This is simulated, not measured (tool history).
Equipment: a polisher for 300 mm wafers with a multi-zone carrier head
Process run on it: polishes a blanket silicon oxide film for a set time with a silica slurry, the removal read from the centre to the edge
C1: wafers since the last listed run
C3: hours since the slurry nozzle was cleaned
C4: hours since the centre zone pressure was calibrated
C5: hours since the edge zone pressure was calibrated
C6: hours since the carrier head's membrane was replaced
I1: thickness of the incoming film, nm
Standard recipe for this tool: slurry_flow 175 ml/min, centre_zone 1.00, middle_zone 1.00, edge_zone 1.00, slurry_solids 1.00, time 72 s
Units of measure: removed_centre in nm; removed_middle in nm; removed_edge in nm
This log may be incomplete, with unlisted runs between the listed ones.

Run 1, day 0.000: usual settings but centre_zone 1.03; C1 0; wafers polished on this pad 1688; C3 211.6; C4 743.4; C5 1219.5; C6 473.2; I1 1676.5. Result: removed_centre 340.6 nm, removed_middle 329.9 nm, removed_edge 328.9 nm.
At day 0.712: worn pad replaced by a new one.
Run 2, day 0.975: usual settings; C1 244; wafers polished on this pad 78; C3 235.0; C4 766.8; C5 1242.9; C6 496.6; I1 1702.4. Result: removed_centre 333.0 nm, removed_middle 327.3 nm, removed_edge 319.7 nm.
At day 1.708: slurry nozzle cleaned.
Run 3, day 1.996: usual settings; C1 296; wafers polished on this pad 375; C3 6.9; C4 791.3; C5 1267.4; C6 521.1; I1 1665.0. Result: removed_centre 314.9 nm, removed_middle 321.1 nm, removed_edge 315.6 nm.
At day 2.354: carrier head's membrane replaced by a new one.
At day 2.712: centre zone pressure recalibrated.
Run 4, day 3.417: usual settings; C1 341; wafers polished on this pad 716; C3 41.0; C4 16.9; C5 1301.5; C6 25.5; I1 1666.0. Result: removed_centre 310.1 nm, removed_middle 297.2 nm, removed_edge 313.3 nm.
Run 5, day 4.429: usual settings; C1 306; wafers polished on this pad 1023; C3 65.3; C4 41.2; C5 1325.8; C6 49.8; I1 1712.3. Result: removed_centre 302.8 nm, removed_middle 290.9 nm, removed_edge 312.8 nm.
Run 6, day 5.792: usual settings; C1 412; wafers polished on this pad 1435; C3 98.0; C4 73.9; C5 1358.5; C6 82.5; I1 1669.6. Result: removed_centre 300.3 nm, removed_middle 297.4 nm, removed_edge 303.6 nm.
At day 6.092: worn pad replaced by a new one.
At day 6.171: slurry nozzle cleaned, repeated, since the last time left the tool worse.
Run 7, day 6.496: usual settings but middle_zone 0.89, edge_zone 0.94; C1 150; wafers polished on this pad 109; C3 7.8; C4 90.8; C5 1375.4; C6 99.4; I1 1665.8. Result: removed_centre 345.2 nm, removed_middle 308.7 nm, removed_edge 327.3 nm.
Run 8, day 7.896: usual settings but slurry_solids 1.20, time 63 s; C1 423; wafers polished on this pad 533; C3 41.4; C4 124.4; C5 1409.0; C6 133.0; I1 1702.9. Result: removed_centre 312.7 nm, removed_middle 318.7 nm, removed_edge 308.3 nm.
Run 9, day 8.521: usual settings but slurry_flow 130 ml/min, centre_zone 1.08, time 85 s; C1 189; wafers polished on this pad 722; C3 56.4; C4 139.4; C5 1424.0; C6 148.0; I1 1703.0. Result: removed_centre 412.8 nm, removed_middle 372.0 nm, removed_edge 388.4 nm.
At day 9.225: edge zone pressure recalibrated.
Run 10, day 9.738: usual settings but slurry_flow 140 ml/min; C1 342; wafers polished on this pad 1065; C3 85.6; C4 168.6; C5 12.3; C6 177.2; I1 1710.4. Result: removed_centre 318.5 nm, removed_middle 318.9 nm, removed_edge 321.2 nm.
Run 11, day 10.383: usual settings but centre_zone 0.95, edge_zone 1.08, slurry_solids 0.75, time 79 s; C1 195; wafers polished on this pad 1260; C3 101.1; C4 184.1; C5 27.8; C6 192.7; I1 1682.6. Result: removed_centre 312.1 nm, removed_middle 320.1 nm, removed_edge 336.3 nm.
Run 12, day 11.229: usual settings but middle_zone 0.89, edge_zone 0.94; C1 255; wafers polished on this pad 1516; C3 121.4; C4 204.4; C5 48.1; C6 213.0; I1 1696.1. Result: removed_centre 335.8 nm, removed_middle 293.2 nm, removed_edge 325.2 nm.
At day 12.000: worn pad replaced by a new one.
Run 13, day 12.021: usual settings but centre_zone 1.09, edge_zone 0.94; C1 189; wafers polished on this pad 5; C3 140.4; C4 223.4; C5 67.1; C6 232.0; I1 1689.0. Result: removed_centre 366.3 nm, removed_middle 329.3 nm, removed_edge 333.3 nm.
Run 14, day 13.192: usual settings but edge_zone 0.89, time 94 s; C1 354; wafers polished on this pad 360; C3 168.5; C4 251.5; C5 95.2; C6 260.1; I1 1661.6. Result: removed_centre 433.5 nm, removed_middle 427.6 nm, removed_edge 427.8 nm.
Run 15, day 13.771: usual settings but centre_zone 1.11; C1 175; wafers polished on this pad 535; C3 182.4; C4 265.4; C5 109.1; C6 274.0; I1 1702.8. Result: removed_centre 369.9 nm, removed_middle 328.8 nm, removed_edge 322.2 nm.
Run 16, day 14.375: usual settings; C1 182; wafers polished on this pad 718; C3 196.9; C4 279.9; C5 123.6; C6 288.5; I1 1707.3. Result: removed_centre 332.5 nm, removed_middle 331.4 nm, removed_edge 327.6 nm.
Run 17, day 15.571: usual settings; C1 361; wafers polished on this pad 1079; C3 225.6; C4 308.6; C5 152.3; C6 317.2; I1 1676.3. Result: removed_centre 334.8 nm, removed_middle 323.7 nm, removed_edge 325.8 nm.
Run 18, day 16.946: usual settings; C1 415; wafers polished on this pad 1495; C3 258.6; C4 341.6; C5 185.3; C6 350.2; I1 1661.1. Result: removed_centre 333.0 nm, removed_middle 322.2 nm, removed_edge 326.5 nm.
At day 17.492: slurry nozzle cleaned.
Run 19, day 17.917: usual settings but slurry_flow 130 ml/min; C1 281; wafers polished on this pad 1776; C3 10.2; C4 364.9; C5 208.6; C6 373.5; I1 1673.7. Result: removed_centre 326.0 nm, removed_middle 315.7 nm, removed_edge 327.2 nm.
At day 18.321: worn pad replaced by a new one.
Run 20, day 18.658: usual settings but slurry_solids 0.90, time 65 s; C1 173; wafers polished on this pad 102; C3 28.0; C4 382.7; C5 226.4; C6 391.3; I1 1679.2. Result: removed_centre 293.7 nm, removed_middle 287.1 nm, removed_edge 284.6 nm.
Run 21, day 20.133: usual settings but slurry_flow 140 ml/min, centre_zone 0.94, middle_zone 1.05, edge_zone 1.06; C1 446; wafers polished on this pad 548; C3 63.4; C4 418.1; C5 261.8; C6 426.7; I1 1684.3. Result: removed_centre 305.9 nm, removed_middle 344.0 nm, removed_edge 331.6 nm.

Alternative continuations, all from the tool just after run 21; predict every row:
Run A, day 20.150: usual settings; C1 5; wafers polished on this pad 553; C3 63.8; C4 418.5; C5 262.2; C6 427.1; I1 1680.1. Result: removed_centre ?, removed_middle ?, removed_edge ?.
Run B, day 20.150: usual settings but centre_zone 0.92; C1 5; wafers polished on this pad 553; C3 63.8; C4 418.5; C5 262.2; C6 427.1; I1 1680.1. Result: removed_centre ?, removed_middle ?, removed_edge ?.
Run C, day 20.150: usual settings but centre_zone 1.11, edge_zone 0.91, time 87 s; C1 5; wafers polished on this pad 553; C3 63.8; C4 418.5; C5 262.2; C6 427.1; I1 1680.1. Result: removed_centre ?, removed_middle ?, removed_edge ?.
Run D, day 20.150: usual settings but centre_zone 1.08, middle_zone 1.07, time 81 s; C1 5; wafers polished on this pad 553; C3 63.8; C4 418.5; C5 262.2; C6 427.1; I1 1680.1. Result: removed_centre ?, removed_middle ?, removed_edge ?.

run  removed_centre  removed_middle  removed_edge
  A           342.4           336.5         332.3
  B           314.8           336.6         332.3
  C           459.6           406.4         392.0
  D           416.5           400.8         373.5
Without the tool's unlogged condition, the same runs would have read:
run  removed_centre  removed_middle  removed_edge
  A           349.5           342.7         336.7
  B           321.3           342.8         336.7
  C           469.1           413.8         397.2
  D           425.0           408.1         378.5
